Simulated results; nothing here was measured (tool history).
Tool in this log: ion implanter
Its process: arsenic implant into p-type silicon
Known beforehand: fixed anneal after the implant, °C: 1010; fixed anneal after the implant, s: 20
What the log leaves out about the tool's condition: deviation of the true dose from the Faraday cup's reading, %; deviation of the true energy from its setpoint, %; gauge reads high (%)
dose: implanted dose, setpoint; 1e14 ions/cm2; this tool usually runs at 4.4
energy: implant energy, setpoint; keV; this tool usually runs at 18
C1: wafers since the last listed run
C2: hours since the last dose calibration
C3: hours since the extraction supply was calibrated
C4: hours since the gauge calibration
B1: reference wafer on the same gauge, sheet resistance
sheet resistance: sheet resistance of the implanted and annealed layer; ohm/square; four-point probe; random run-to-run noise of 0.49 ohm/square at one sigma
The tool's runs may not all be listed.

run 1 hour=0 | dose=4.4 energy=18 | C1=0 C2=502.2 C3=4282.4 C4=396.8 | B1=203.87 | sheet_resistance=217.74
run 2 hour=36.6 | dose=4.4 energy=18 | C1=717 C2=538.8 C3=4319 C4=433.4 | B1=204.04 | sheet_resistance=217.18
run 3 hour=82.1 | dose=4.4 energy=18 | C1=892 C2=584.3 C3=4364.5 C4=478.9 | B1=204.07 | sheet_resistance=218.33
run 4 hour=150.2 | dose=4.4 energy=18 | C1=1335 C2=652.4 C3=4432.6 C4=547 | B1=204.11 | sheet_resistance=218.13
run 5 hour=217.8 | dose=4.4 energy=18 | C1=1325 C2=720 C3=4500.2 C4=614.6 | B1=204.1 | sheet_resistance=216.97
run 6 hour=275.9 | dose=4.4 energy=18 | C1=1139 C2=778.1 C3=4558.3 C4=672.7 | B1=204.02 | sheet_resistance=217.51
run 7 hour=344.6 | dose=4.4 energy=18 | C1=1347 C2=846.8 C3=4627 C4=741.4 | B1=203.99 | sheet_resistance=217.24
run 8 hour=386.4 | dose=4.4 energy=18 | C1=819 C2=888.6 C3=4668.8 C4=783.2 | B1=204.01 | sheet_resistance=217.32
-- hour=395.8 gauge calibrated
run 9 hour=429.2 | dose=4.4 energy=15 | C1=839 C2=931.4 C3=4711.6 C4=33.4 | B1=203.95 | sheet_resistance=221.47
run 10 hour=469.7 | dose=4.4 energy=18 | C1=794 C2=971.9 C3=4752.1 C4=73.9 | B1=204.02 | sheet_resistance=217.14
run 11 hour=499.2 | dose=4.4 energy=18 | C1=578 C2=1001.4 C3=4781.6 C4=103.4 | B1=203.94 | sheet_resistance=217.48
-- hour=521.2 extraction supply calibrated
run 12 hour=524.2 | dose=4.4 energy=24.5 | C1=333 C2=1026.4 C3=3 C4=128.4 | B1=203.94 | sheet_resistance=208.83
run 13 hour=550.9 | dose=3.31 energy=12 | C1=523 C2=1053.1 C3=29.7 C4=155.1 | B1=204.13 | sheet_resistance=281.33
run 14 hour=609.2 | dose=4.4 energy=18 | C1=1143 C2=1111.4 C3=88 C4=213.4 | B1=204.04 | sheet_resistance=217.24
run 15 hour=660.4 | dose=3.82 energy=22.5 | C1=1003 C2=1162.6 C3=139.2 C4=264.6 | B1=204.01 | sheet_resistance=235.37
run 16 hour=706.2 | dose=3.5 energy=14.5 | C1=898 C2=1208.4 C3=185 C4=310.4 | B1=204.04 | sheet_resistance=263.9
run 17 hour=758 | dose=4.4 energy=18 | C1=1015 C2=1260.2 C3=236.8 C4=362.2 | B1=203.81 | sheet_resistance=217.75
-- hour=801.5 Faraday cup replaced and dose calibrated
run 18 hour=823.6 | dose=3.41 energy=15 | C1=1129 C2=22.1 C3=302.4 C4=427.8 | B1=203.99 | sheet_resistance=268.98
run 19 hour=871.8 | dose=4.4 energy=18 | C1=945 C2=70.3 C3=350.6 C4=476 | B1=204.02 | sheet_resistance=217.07
run 20 hour=908 | dose=3.14 energy=18 | C1=709 C2=106.5 C3=386.8 C4=512.2 | B1=204.11 | sheet_resistance=279.95
run 21 hour=958 | dose=4.4 energy=23 | C1=980 C2=156.5 C3=436.8 C4=562.2 | B1=204.16 | sheet_resistance=210.73
run 22 hour=1009.3 | dose=4.4 energy=18 | C1=1005 C2=207.8 C3=488.1 C4=613.5 | B1=204.04 | sheet_resistance=218.04

Take each entry between the runs: how does the hidden state at the last listed run before it differ from the hidden state at the first listed run after it?
In the gap between runs 8 and 9: gauge calibrated (hour 395.8)
  no difference in the tool's unlogged condition between these two runs
In the gap between runs 11 and 12: extraction supply calibrated (hour 521.2)
  no difference in the tool's unlogged condition between these two runs
In the gap between runs 17 and 18: Faraday cup replaced and dose calibrated (hour 801.5)
  no difference in the tool's unlogged condition between these two runs

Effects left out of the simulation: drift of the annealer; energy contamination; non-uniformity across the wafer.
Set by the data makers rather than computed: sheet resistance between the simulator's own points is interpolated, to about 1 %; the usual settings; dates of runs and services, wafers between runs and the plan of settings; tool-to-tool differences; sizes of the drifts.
